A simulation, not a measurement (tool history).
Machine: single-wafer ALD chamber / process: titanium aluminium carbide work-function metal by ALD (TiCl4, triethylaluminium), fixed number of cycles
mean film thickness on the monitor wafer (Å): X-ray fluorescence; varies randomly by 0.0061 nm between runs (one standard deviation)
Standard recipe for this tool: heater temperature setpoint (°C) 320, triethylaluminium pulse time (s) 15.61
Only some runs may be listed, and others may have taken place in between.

| run | hour | heater temperature setpoint (°C) | triethylaluminium pulse time (s) | read-back reference wafer on the same gauge, thickness_nm | mean film thickness on the monitor wafer (Å) |
|---|---|---|---|---|---|
| 1 | 0 | 320 | 15.61 | 2.099 | 23.44 |
| 2 | 7.7 | 320 | 15.61 | 2.102 | 23.39 |
| 3 | 24.4 | 320 | 15.61 | 2.1 | 23.33 |
| 4 | 30.7 | 320 | 15.61 | 2.099 | 23.24 |
| 5 | 47.9 | 314 | 11.7 | 2.101 | 21.33 |
| 6 | 58.6 | 314 | 11.7 | 2.098 | 21.38 |
|  | 61.6 | gauge calibrated |
| 7 | 73.1 | 314 | 11.7 | 2.099 | 21.36 |
| 8 | 85.5 | 320 | 15.61 | 2.101 | 23.32 |
| 9 | 98.8 | 320 | 15.61 | 2.098 | 23.23 |
| 10 | 108.1 | 320 | 15.61 | 2.102 | 23.34 |
|  | 119.9 | thermocouple changed; heater temperature recalibrated |
| 11 | 120.4 | 320 | 15.61 | 2.099 | 23.27 |
| 12 | 126.4 | 320 | 9.48 | 2.097 | 20.31 |
| 13 | 141.8 | 308 | 20.66 | 2.101 | 22.66 |
| 14 | 148.8 | 320 | 15.61 | 2.098 | 23.41 |
|  | 177.4 | showerhead replaced |
| 15 | 189.4 | 305 | 15.61 | 2.102 | 21.64 |
| 16 | 199.9 | 320 | 15.61 | 2.102 | 23.25 |
| 17 | 217.1 | 307 | 15.61 | 2.101 | 21.88 |
| 18 | 232.1 | 305 | 18.79 | 2.102 | 22.15 |
|  | 248.5 | triethylaluminium bottle replaced |
| 19 | 257 | 305 | 15.61 | 2.1 | 22.58 |
| 20 | 273.4 | 328 | 15.61 | 2.099 | 25.1 |
| 21 | 290.4 | 326 | 15.61 | 2.101 | 24.9 |
| 22 | 299.8 | 315 | 13.69 | 2.102 | 23.48 |
| 23 | 311.7 | 330 | 21.16 | 2.1 | 25.49 |
| 24 | 328.2 | 334 | 18.95 | 2.103 | 25.98 |
| 25 | 337 | 324 | 9.45 | 2.1 | 23.34 |
| 26 | 353.7 | 306 | 20.13 | 2.099 | 22.76 |
| 27 | 361.3 | 320 | 15.61 | 2.101 | 24.12 |
| 28 | 373.3 | 320 | 17.19 | 2.1 | 24.16 |
| 29 | 381.6 | 306 | 18.5 | 2.1 | 22.74 |
| 30 | 398.8 | 320 | 10 | 2.1 | 23.07 |
|  | 401.7 | gauge calibrated |
| 31 | 416.1 | 320 | 15.61 | 2.101 | 24.12 |
| 32 | 444.8 | 310 | 15.61 | 2.098 | 23.08 |

Measured minus without-hidden-state, run by run (identical run-to-run variation in each term; gauge scatter may differ):
Hidden state at play: wafer temperature above the value expected at the setpoint (K); triethylaluminium dose above that of a fresh bottle (%); gauge reads high (%).
| run | mean film thickness on the monitor wafer (Å) |
|---|---|
| 1 | -0.87 |
| 2 | -0.87 |
| 3 | -0.88 |
| 4 | -0.88 |
| 5 | -1.86 |
| 6 | -1.88 |
| 7 | -1.89 |
| 8 | -0.9 |
| 9 | -0.9 |
| 10 | -0.92 |
| 11 | -0.92 |
| 12 | -2.9 |
| 13 | -0.3 |
| 14 | -0.93 |
| 15 | -0.87 |
| 16 | -0.94 |
| 17 | -0.9 |
| 18 | -0.46 |
| 19 | -0.01 |
| 20 | -0.01 |
| 21 | -0.03 |
| 22 | -0.06 |
| 23 | -0.01 |
| 24 | -0.02 |
| 25 | -0.28 |
| 26 | -0.02 |
| 27 | -0.07 |
| 28 | -0.05 |
| 29 | -0.03 |
| 30 | -0.39 |
| 31 | -0.1 |
| 32 | -0.12 |
